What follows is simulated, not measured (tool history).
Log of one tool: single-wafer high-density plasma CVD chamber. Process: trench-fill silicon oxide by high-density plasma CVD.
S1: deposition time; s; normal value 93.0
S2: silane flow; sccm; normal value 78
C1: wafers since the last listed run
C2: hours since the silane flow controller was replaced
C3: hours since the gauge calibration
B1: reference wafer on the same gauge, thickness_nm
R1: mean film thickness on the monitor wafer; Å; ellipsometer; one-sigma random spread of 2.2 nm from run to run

| run | day | S1 | S2 | C1 | C2 | C3 | B1 | R1 |
|---|---|---|---|---|---|---|---|---|
| 1 | 0.000 | 93.0 | 78 | 0 | 4220.8 | 401.6 | 675.741 | 7449.43 |
| 2 | 1.300 | 93.0 | 78 | 313 | 4252.0 | 432.8 | 676.557 | 7429.11 |
| 3 | 2.250 | 93.0 | 78 | 229 | 4274.8 | 455.6 | 675.688 | 7401.86 |
| 4 | 2.821 | 93.0 | 83 | 137 | 4288.5 | 469.3 | 676.110 | 7889.91 |
| 5 | 4.158 | 93.0 | 82 | 322 | 4320.6 | 501.4 | 676.086 | 7781.53 |
| 6 | 4.833 | 93.0 | 82 | 162 | 4336.8 | 517.6 | 677.194 | 7831.75 |
| 7 | 6.008 | 80.2 | 78 | 283 | 4365.0 | 545.8 | 675.272 | 6403.47 |
| 8 | 7.450 | 80.2 | 78 | 347 | 4399.6 | 580.4 | 675.883 | 6407.75 |
| 9 | 8.279 | 80.2 | 78 | 199 | 4419.5 | 600.3 | 675.627 | 6350.20 |
| 10 | 9.617 | 80.3 | 71 | 322 | 4451.6 | 632.4 | 676.229 | 5804.15 |
| 11 | 10.804 | 93.0 | 69 | 286 | 4480.1 | 660.9 | 676.532 | 6528.33 |
| 12 | 12.288 | 93.0 | 69 | 357 | 4515.7 | 696.5 | 675.918 | 6522.62 |
| 13 | 13.333 | 93.0 | 78 | 252 | 4540.8 | 721.6 | 676.018 | 7377.49 |
| 14 | 13.842 | 93.0 | 78 | 122 | 4553.0 | 733.8 | 676.234 | 7355.13 |
| 15 | 14.846 | 93.0 | 78 | 242 | 4577.1 | 757.9 | 675.369 | 7354.63 |
| 16 | 15.833 | 93.0 | 78 | 238 | 4600.8 | 781.6 | 677.260 | 7372.38 |
| 17 | 16.525 | 93.0 | 78 | 166 | 4617.4 | 798.2 | 675.750 | 7382.96 |
| 18 | 17.896 | 93.0 | 78 | 330 | 4650.3 | 831.1 | 676.637 | 7347.58 |
| 19 | 18.946 | 93.0 | 78 | 253 | 4675.5 | 856.3 | 676.206 | 7347.48 |
| 20 | 19.529 | 93.0 | 78 | 140 | 4689.5 | 870.3 | 675.680 | 7314.60 |
| 21 | 20.829 | 84.9 | 92 | 313 | 4720.7 | 901.5 | 676.293 | 7879.40 |
| 22 | 21.996 | 87.7 | 65 | 281 | 4748.7 | 929.5 | 675.246 | 5772.44 |
| 23 | 22.529 | 93.0 | 78 | 128 | 4761.5 | 942.3 | 676.419 | 7344.34 |
| 24 | 23.662 | 79.0 | 73 | 273 | 4788.7 | 969.5 | 675.688 | 5805.57 |
| 25 | 24.192 | 84.8 | 92 | 127 | 4801.4 | 982.2 | 677.260 | 7840.47 |
| 26 | 25.321 | 77.5 | 66 | 272 | 4828.5 | 1009.3 | 676.654 | 5170.23 |
| 27 | 25.900 | 85.1 | 93 | 139 | 4842.4 | 1023.2 | 675.835 | 7970.47 |
| 28 | 26.708 | 104.8 | 90 | 194 | 4861.8 | 1042.6 | 675.240 | 9547.62 |
| 29 | 27.546 | 86.4 | 78 | 201 | 4881.9 | 1062.7 | 675.971 | 6766.74 |
| 30 | 28.729 | 93.0 | 71 | 285 | 4910.3 | 1091.1 | 675.490 | 6630.80 |
|  | 29.550 | silane flow controller replaced |
| 31 | 29.571 | 93.0 | 78 | 122 | 0.5 | 1111.3 | 675.871 | 7837.45 |
| 32 | 30.767 | 93.0 | 84 | 288 | 29.2 | 1140.0 | 676.201 | 8401.29 |
| 33 | 31.858 | 93.0 | 78 | 263 | 55.4 | 1166.2 | 676.148 | 7802.95 |
|  | 32.579 | gauge calibrated |
| 34 | 32.842 | 93.0 | 78 | 237 | 79.0 | 6.3 | 675.547 | 7793.28 |
| 35 | 33.567 | 93.0 | 85 | 174 | 96.4 | 23.7 | 676.585 | 8490.28 |
| 36 | 34.875 | 101.4 | 73 | 315 | 127.8 | 55.1 | 675.703 | 7997.64 |
| 37 | 36.354 | 93.0 | 78 | 356 | 163.3 | 90.6 | 675.308 | 7814.25 |
| 38 | 37.458 | 93.0 | 78 | 266 | 189.8 | 117.1 | 675.442 | 7798.51 |
| 39 | 38.988 | 79.7 | 78 | 368 | 226.5 | 153.8 | 677.129 | 6676.89 |
| 40 | 40.129 | 106.9 | 70 | 275 | 253.9 | 181.2 | 676.486 | 8062.69 |
| 41 | 42.475 | 82.9 | 93 | 565 | 310.2 | 237.5 | 676.493 | 8282.75 |

Forecast each of these 3 alternatives for the next run:
| A | 42.492 | 75.6 | 78 | 4 | 310.6 | 237.9 | ? | ? |
| B | 42.492 | 106.4 | 87 | 4 | 310.6 | 237.9 | ? | ? |
| C | 42.492 | 83.6 | 78 | 4 | 310.6 | 237.9 | ? | ? |

| run | B1 | R1 |
|---|---|---|
| A | 677.118 | 6326.31 |
| B | 677.118 | 9931.05 |
| C | 677.118 | 6995.76 |
Take away the tool's hidden state, keep each run's random variation, and the runs would have read:
| run | R1 |
|---|---|
| A | 6303.15 |
| B | 9894.69 |
| C | 6970.15 |
